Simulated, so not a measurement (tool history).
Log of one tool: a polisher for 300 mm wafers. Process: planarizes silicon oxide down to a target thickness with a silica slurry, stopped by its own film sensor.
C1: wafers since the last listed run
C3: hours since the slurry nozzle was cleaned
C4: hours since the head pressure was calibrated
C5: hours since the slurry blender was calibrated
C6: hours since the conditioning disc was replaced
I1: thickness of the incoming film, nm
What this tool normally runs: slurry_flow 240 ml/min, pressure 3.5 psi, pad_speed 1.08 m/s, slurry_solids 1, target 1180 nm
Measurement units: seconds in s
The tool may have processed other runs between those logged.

{"run": 1, "day": 0.0, "slurry_flow": 240, "pressure": 3.5, "pad_speed": 1.08, "slurry_solids": 1, "target": 1180, "C1": 0, "wafers polished on this pad": 4014, "C3": 56, "C4": 437.5, "C5": 641.6, "C6": 66, "I1": 1367.2, "seconds": 68.6}
{"run": 2, "day": 2.408, "slurry_flow": 240, "pressure": 3.5, "pad_speed": 1.08, "slurry_solids": 0.95, "target": 1180, "C1": 294, "wafers polished on this pad": 4309, "C3": 113.8, "C4": 495.3, "C5": 699.4, "C6": 123.8, "I1": 1364.4, "seconds": 70.6}
{"day": 3.762, "done": "worn pad replaced by a new one, of another model than before"}
{"run": 3, "day": 6.0, "slurry_flow": 240, "pressure": 3.1, "pad_speed": 1.08, "slurry_solids": 1, "target": 1180, "C1": 419, "wafers polished on this pad": 273, "C3": 200, "C4": 581.5, "C5": 785.6, "C6": 210, "I1": 1351.9, "seconds": 67.6}
{"run": 4, "day": 7.629, "slurry_flow": 240, "pressure": 3.8, "pad_speed": 1.08, "slurry_solids": 1, "target": 1180, "C1": 199, "wafers polished on this pad": 473, "C3": 239.1, "C4": 620.6, "C5": 824.7, "C6": 249.1, "I1": 1344.6, "seconds": 58.2}
{"day": 8.633, "done": "slurry blender recalibrated"}
{"run": 5, "day": 10.912, "slurry_flow": 240, "pressure": 3.1, "pad_speed": 0.9, "slurry_solids": 1.2, "target": 1233, "C1": 391, "wafers polished on this pad": 865, "C3": 317.9, "C4": 699.4, "C5": 54.7, "C6": 327.9, "I1": 1350.5, "seconds": 45.6}
{"run": 6, "day": 15.188, "slurry_flow": 240, "pressure": 3.5, "pad_speed": 1.08, "slurry_solids": 1, "target": 1139, "C1": 523, "wafers polished on this pad": 1389, "C3": 420.5, "C4": 802, "C5": 157.3, "C6": 430.5, "I1": 1364.3, "seconds": 84.1}
{"day": 17.958, "done": "head pressure recalibrated"}
{"run": 7, "day": 24.271, "slurry_flow": 240, "pressure": 4, "pad_speed": 1.08, "slurry_solids": 1, "target": 1242, "C1": 1102, "wafers polished on this pad": 2491, "C3": 638.5, "C4": 151.5, "C5": 375.3, "C6": 648.5, "I1": 1376.6, "seconds": 45.3}
{"day": 28.083, "done": "slurry nozzle cleaned"}
{"run": 8, "day": 28.508, "slurry_flow": 240, "pressure": 2.5, "pad_speed": 1.08, "slurry_solids": 1, "target": 1164, "C1": 513, "wafers polished on this pad": 3005, "C3": 10.2, "C4": 253.2, "C5": 477, "C6": 750.2, "I1": 1362.9, "seconds": 84.2}
{"day": 31.038, "done": "conditioning disc replaced and pad reconditioned"}
{"run": 9, "day": 32.742, "slurry_flow": 240, "pressure": 3.5, "pad_speed": 1.08, "slurry_solids": 1, "target": 1180, "C1": 508, "wafers polished on this pad": 3513, "C3": 111.8, "C4": 354.8, "C5": 578.6, "C6": 40.9, "I1": 1391, "seconds": 77.5}
{"run": 10, "day": 36.758, "slurry_flow": 195, "pressure": 2.9, "pad_speed": 1.2, "slurry_solids": 1.15, "target": 1180, "C1": 491, "wafers polished on this pad": 4005, "C3": 208.2, "C4": 451.2, "C5": 675, "C6": 137.3, "I1": 1336.6, "seconds": 57.7}
{"day": 37.05, "done": "worn pad replaced by a new one"}
{"run": 11, "day": 41.25, "slurry_flow": 200, "pressure": 3.5, "pad_speed": 1.18, "slurry_solids": 1, "target": 1180, "C1": 529, "wafers polished on this pad": 514, "C3": 316, "C4": 559, "C5": 782.8, "C6": 245.1, "I1": 1379.9, "seconds": 69.7}
{"day": 44.7, "done": "slurry blender recalibrated"}
{"run": 12, "day": 45.071, "slurry_flow": 240, "pressure": 3.5, "pad_speed": 1.08, "slurry_solids": 1, "target": 1180, "C1": 457, "wafers polished on this pad": 972, "C3": 407.7, "C4": 650.7, "C5": 8.9, "C6": 336.8, "I1": 1345.9, "seconds": 61.2}
{"run": 13, "day": 47.529, "slurry_flow": 155, "pressure": 2.6, "pad_speed": 1.08, "slurry_solids": 1, "target": 1180, "C1": 301, "wafers polished on this pad": 1273, "C3": 466.7, "C4": 709.7, "C5": 67.9, "C6": 395.8, "I1": 1352.2, "seconds": 74.1}
{"run": 14, "day": 51.021, "slurry_flow": 240, "pressure": 3.5, "pad_speed": 1.08, "slurry_solids": 1, "target": 1180, "C1": 427, "wafers polished on this pad": 1700, "C3": 550.5, "C4": 793.5, "C5": 151.7, "C6": 479.6, "I1": 1358.7, "seconds": 66.4}
{"day": 53.138, "done": "head pressure recalibrated"}
{"run": 15, "day": 53.292, "slurry_flow": 175, "pressure": 3.5, "pad_speed": 1.08, "slurry_solids": 1, "target": 1217, "C1": 267, "wafers polished on this pad": 1968, "C3": 605, "C4": 3.7, "C5": 206.2, "C6": 534.1, "I1": 1373.8, "seconds": 57.7}
{"run": 16, "day": 57.038, "slurry_flow": 240, "pressure": 4.7, "pad_speed": 1.08, "slurry_solids": 1, "target": 1180, "C1": 458, "wafers polished on this pad": 2427, "C3": 694.9, "C4": 93.6, "C5": 296.1, "C6": 624, "I1": 1352, "seconds": 51}
{"run": 17, "day": 59.258, "slurry_flow": 240, "pressure": 3.5, "pad_speed": 1.18, "slurry_solids": 1, "target": 1180, "C1": 272, "wafers polished on this pad": 2699, "C3": 748.2, "C4": 146.9, "C5": 349.4, "C6": 677.3, "I1": 1375.5, "seconds": 65.2}
{"day": 60.446, "done": "slurry nozzle cleaned"}
{"day": 60.842, "done": "conditioning disc replaced and pad reconditioned"}
{"run": 18, "day": 62.454, "slurry_flow": 210, "pressure": 2.5, "pad_speed": 1.08, "slurry_solids": 1, "target": 1180, "C1": 376, "wafers polished on this pad": 3075, "C3": 48.2, "C4": 223.6, "C5": 426.1, "C6": 38.7, "I1": 1355.9, "seconds": 76.8}
{"run": 19, "day": 63.983, "slurry_flow": 240, "pressure": 3.5, "pad_speed": 1.08, "slurry_solids": 1, "target": 1180, "C1": 187, "wafers polished on this pad": 3263, "C3": 84.9, "C4": 260.3, "C5": 462.8, "C6": 75.4, "I1": 1371.6, "seconds": 68.1}
{"day": 66.054, "done": "worn pad replaced by a new one"}
{"run": 20, "day": 66.9, "slurry_flow": 170, "pressure": 2.5, "pad_speed": 1.08, "slurry_solids": 1.25, "target": 1180, "C1": 336, "wafers polished on this pad": 103, "C3": 154.9, "C4": 330.3, "C5": 532.8, "C6": 145.4, "I1": 1382.5, "seconds": 80.6}
{"run": 21, "day": 68.429, "slurry_flow": 240, "pressure": 2.4, "pad_speed": 1.08, "slurry_solids": 1, "target": 1180, "C1": 187, "wafers polished on this pad": 291, "C3": 191.6, "C4": 367, "C5": 569.5, "C6": 182.1, "I1": 1349.6, "seconds": 72.6}
{"run": 22, "day": 71.471, "slurry_flow": 240, "pressure": 2.3, "pad_speed": 1.28, "slurry_solids": 1, "target": 1180, "C1": 372, "wafers polished on this pad": 663, "C3": 264.6, "C4": 440, "C5": 642.5, "C6": 255.1, "I1": 1375.9, "seconds": 78.6}
{"day": 73.05, "done": "slurry blender recalibrated"}
{"run": 23, "day": 75.642, "slurry_flow": 240, "pressure": 2.3, "pad_speed": 1.28, "slurry_solids": 1, "target": 1180, "C1": 500, "wafers polished on this pad": 1164, "C3": 364.7, "C4": 540.1, "C5": 62.2, "C6": 355.2, "I1": 1355.8, "seconds": 71.9}
{"run": 24, "day": 78.05, "slurry_flow": 185, "pressure": 4.6, "pad_speed": 1.08, "slurry_solids": 1, "target": 1126, "C1": 294, "wafers polished on this pad": 1459, "C3": 422.5, "C4": 597.9, "C5": 120, "C6": 413, "I1": 1362.9, "seconds": 74.3}

How the hidden state differs across the entries between the runs, from the last listed run before each to the first after it:
Run 2 -> run 3: worn pad replaced by a new one, of another model than before (day 3.762)
  deviation of the head's pressure from its setpoint, %: -6.82 -> -7.8
  measured result minus the result with no hidden state, seconds: +4.8 -> +2.7 s
Run 4 -> run 5: slurry blender recalibrated (day 8.633)
  deviation of the head's pressure from its setpoint, %: -8.24 -> -9.12
  measured result minus the result with no hidden state, seconds: +2.4 -> +2.1 s
Run 6 -> run 7: head pressure recalibrated (day 17.958)
  deviation of the head's pressure from its setpoint, %: -10.3 -> -3.07
  measured result minus the result with no hidden state, seconds: +4.4 -> +0.7 s
Run 7 -> run 8: slurry nozzle cleaned (day 28.083)
  deviation of the head's pressure from its setpoint, %: -3.07 -> -4.22
  measured result minus the result with no hidden state, seconds: +0.7 -> +1.8 s
Run 8 -> run 9: conditioning disc replaced and pad reconditioned (day 31.038)
  deviation of the head's pressure from its setpoint, %: -4.22 -> -5.36
  measured result minus the result with no hidden state, seconds: +1.8 -> +2.1 s
Run 10 -> run 11: worn pad replaced by a new one (day 37.05)
  deviation of the head's pressure from its setpoint, %: -6.45 -> -7.66
  measured result minus the result with no hidden state, seconds: +1.8 -> +2.7 s
Run 11 -> run 12: slurry blender recalibrated (day 44.7)
  deviation of the head's pressure from its setpoint, %: -7.66 -> -8.69
  measured result minus the result with no hidden state, seconds: +2.7 -> +2.7 s
Run 14 -> run 15: head pressure recalibrated (day 53.138)
  deviation of the head's pressure from its setpoint, %: -10.3 -> 0.806
  measured result minus the result with no hidden state, seconds: +3.4 -> -0.3 s
Run 17 -> run 18: slurry nozzle cleaned (day 60.446); conditioning disc replaced and pad reconditioned (day 60.842)
  deviation of the head's pressure from its setpoint, %: -0.807 -> -1.67
  measured result minus the result with no hidden state, seconds: +0.3 -> +0.6 s
Run 19 -> run 20: worn pad replaced by a new one (day 66.054)
  deviation of the head's pressure from its setpoint, %: -2.08 -> -2.87
  measured result minus the result with no hidden state, seconds: +0.7 -> +1.2 s
Run 22 -> run 23: slurry blender recalibrated (day 73.05)
  deviation of the head's pressure from its setpoint, %: -4.11 -> -5.23
  measured result minus the result with no hidden state, seconds: +1.7 -> +1.9 s
